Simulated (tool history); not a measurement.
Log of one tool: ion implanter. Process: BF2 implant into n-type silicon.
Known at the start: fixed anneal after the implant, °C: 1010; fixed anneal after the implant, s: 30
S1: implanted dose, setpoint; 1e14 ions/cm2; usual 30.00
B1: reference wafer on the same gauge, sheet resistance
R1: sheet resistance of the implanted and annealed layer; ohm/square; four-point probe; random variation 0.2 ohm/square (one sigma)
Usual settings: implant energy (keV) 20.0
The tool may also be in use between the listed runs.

{"run": 1, "day": 0.0, "S1": 30.0, "implant energy (keV)": 20.0, "B1": 112.91, "R1": 133.88}
{"run": 2, "day": 0.908, "S1": 30.0, "implant energy (keV)": 20.0, "B1": 112.94, "R1": 134.02}
{"run": 3, "day": 1.417, "S1": 30.0, "implant energy (keV)": 20.0, "B1": 113.05, "R1": 134.16}
{"run": 4, "day": 2.238, "S1": 30.0, "implant energy (keV)": 20.0, "B1": 113.12, "R1": 134.07}
{"run": 5, "day": 3.521, "S1": 30.0, "implant energy (keV)": 20.0, "B1": 113.09, "R1": 134.29}
{"run": 6, "day": 6.304, "S1": 31.8, "implant energy (keV)": 20.0, "B1": 113.31, "R1": 134.22}
{"run": 7, "day": 7.158, "S1": 30.0, "implant energy (keV)": 20.0, "B1": 113.35, "R1": 134.57}
{"day": 8.079, "done": "gauge calibrated"}
{"run": 8, "day": 8.096, "S1": 33.93, "implant energy (keV)": 20.0, "B1": 111.92, "R1": 132.18}
{"day": 9.417, "done": "Faraday cup replaced and dose calibrated"}
{"run": 9, "day": 9.438, "S1": 30.0, "implant energy (keV)": 16.5, "B1": 112.28, "R1": 143.31}
{"day": 13.242, "done": "extraction supply calibrated"}
{"run": 10, "day": 13.258, "S1": 30.0, "implant energy (keV)": 16.5, "B1": 112.94, "R1": 144.26}
{"run": 11, "day": 14.0, "S1": 26.17, "implant energy (keV)": 20.0, "B1": 112.9, "R1": 134.97}

The next listed run, before its measurement:
{"run": 12, "day": 15.258, "S1": 33.81, "implant energy (keV)": 26.0, "B1": "?", "R1": "?"}

Run 12 gave B1 113.04, R1 119.36 ohm/square.
Without the tool's hidden state the same run would have given R1 118.25 ohm/square.
